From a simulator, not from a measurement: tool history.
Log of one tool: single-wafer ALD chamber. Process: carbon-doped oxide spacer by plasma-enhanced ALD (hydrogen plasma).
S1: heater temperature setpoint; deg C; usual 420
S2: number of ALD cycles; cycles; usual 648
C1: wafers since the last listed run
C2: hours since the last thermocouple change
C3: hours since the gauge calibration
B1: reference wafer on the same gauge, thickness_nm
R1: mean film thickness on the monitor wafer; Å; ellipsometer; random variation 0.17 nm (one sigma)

run,hour,S1,S2,C1,C2,C3,B1,R1
1,0,420,648,0,709.5,1441.2,34.84,289.95
2,82.4,420,732,65,791.9,1523.6,34.862,331.8
3,184.2,420,732,81,893.7,1625.4,34.994,331.09
4,285.2,420,732,80,994.7,1726.4,35.06,332.29
# hour 328.2: thermocouple changed; heater temperature recalibrated
5,338.2,420,648,35,10,1779.4,35.016,292.95
6,402.7,420,648,51,74.5,1843.9,35.124,294.53
7,504,420,648,80,175.8,1945.2,35.155,293.78
8,560.9,420,648,45,232.7,2002.1,35.258,294.48
9,606.9,420,648,36,278.7,2048.1,35.225,295.56
10,650.2,420,593,34,322,2091.4,35.215,268.87
11,722.7,420,593,57,394.5,2163.9,35.249,270.39
12,778.1,420,593,44,449.9,2219.3,35.35,272.65
13,832,420,648,43,503.8,2273.2,35.352,298.48
14,899.3,420,648,53,571.1,2340.5,35.386,300.92
15,942.5,425,648,34,614.3,2383.7,35.45,291.59
16,997.5,420,648,43,669.3,2438.7,35.425,296.83
17,1060.3,420,648,50,732.1,2501.5,35.489,298.72
# hour 1158.7: thermocouple changed; heater temperature recalibrated
18,1165.9,420,648,77,7.2,2607.1,35.531,299.66
19,1230.3,420,648,51,71.6,2671.5,35.616,299.47
# hour 1237: gauge calibrated
20,1310.9,420,648,64,152.2,73.9,33.865,282.21
21,1379.2,407,607,54,220.5,142.2,33.907,276.68
22,1451.7,415,648,57,293,214.7,33.879,291.67
23,1523.6,435,723,57,364.9,286.6,34.011,299.08
24,1584.9,420,648,48,426.2,347.9,34.013,284.06
25,1664.3,435,714,63,505.6,427.3,34.038,295.89
26,1745.3,420,648,64,586.6,508.3,34.131,282.52
27,1810.4,420,648,51,651.7,573.4,34.095,285.62
28,1873.4,415,681,50,714.7,636.4,34.179,306.65
29,1930,420,648,45,771.3,693,34.201,287.36
30,2022.5,420,648,73,863.8,785.5,34.271,287.42
31,2082.1,428,648,47,923.4,845.1,34.279,279.09
32,2124.3,435,720,33,965.6,887.3,34.388,298.9
# hour 2221.4: thermocouple changed; heater temperature recalibrated
33,2355.1,408,540,177,133.7,1118.1,34.493,250.81
34,2403.3,424,538,38,181.9,1166.3,34.468,235.99
35,2487.9,420,648,67,266.5,1250.9,34.493,290.92
36,2603.3,432,570,92,381.9,1366.3,34.632,244.01
37,2649,406,768,36,427.6,1412,34.66,360.65
38,2755.7,412,759,85,534.3,1518.7,34.712,349.06
39,2807.3,420,541,41,585.9,1570.3,34.728,242.44

How the hidden state differs across the entries between the runs, from the last listed run before each to the first after it:
Between runs 4 and 5: thermocouple changed; heater temperature recalibrated (hour 328.2)
  gauge reads high (%): 2.75 -> 2.84
  measured less the result without the state, R1: +8.88 -> +8.08 Å
Between runs 17 and 18: thermocouple changed; heater temperature recalibrated (hour 1158.7)
  gauge reads high (%): 4.08 -> 4.26
  measured less the result without the state, R1: +11.72 -> +12.26 Å
Between runs 19 and 20: gauge calibrated (hour 1237)
  gauge reads high (%): 4.38 -> -0.735
  measured less the result without the state, R1: +12.56 -> -2.09 Å
Between runs 32 and 33: thermocouple changed; heater temperature recalibrated (hour 2221.4)
  gauge reads high (%): 0.668 -> 1.07
  measured less the result without the state, R1: +1.99 -> +2.65 Å

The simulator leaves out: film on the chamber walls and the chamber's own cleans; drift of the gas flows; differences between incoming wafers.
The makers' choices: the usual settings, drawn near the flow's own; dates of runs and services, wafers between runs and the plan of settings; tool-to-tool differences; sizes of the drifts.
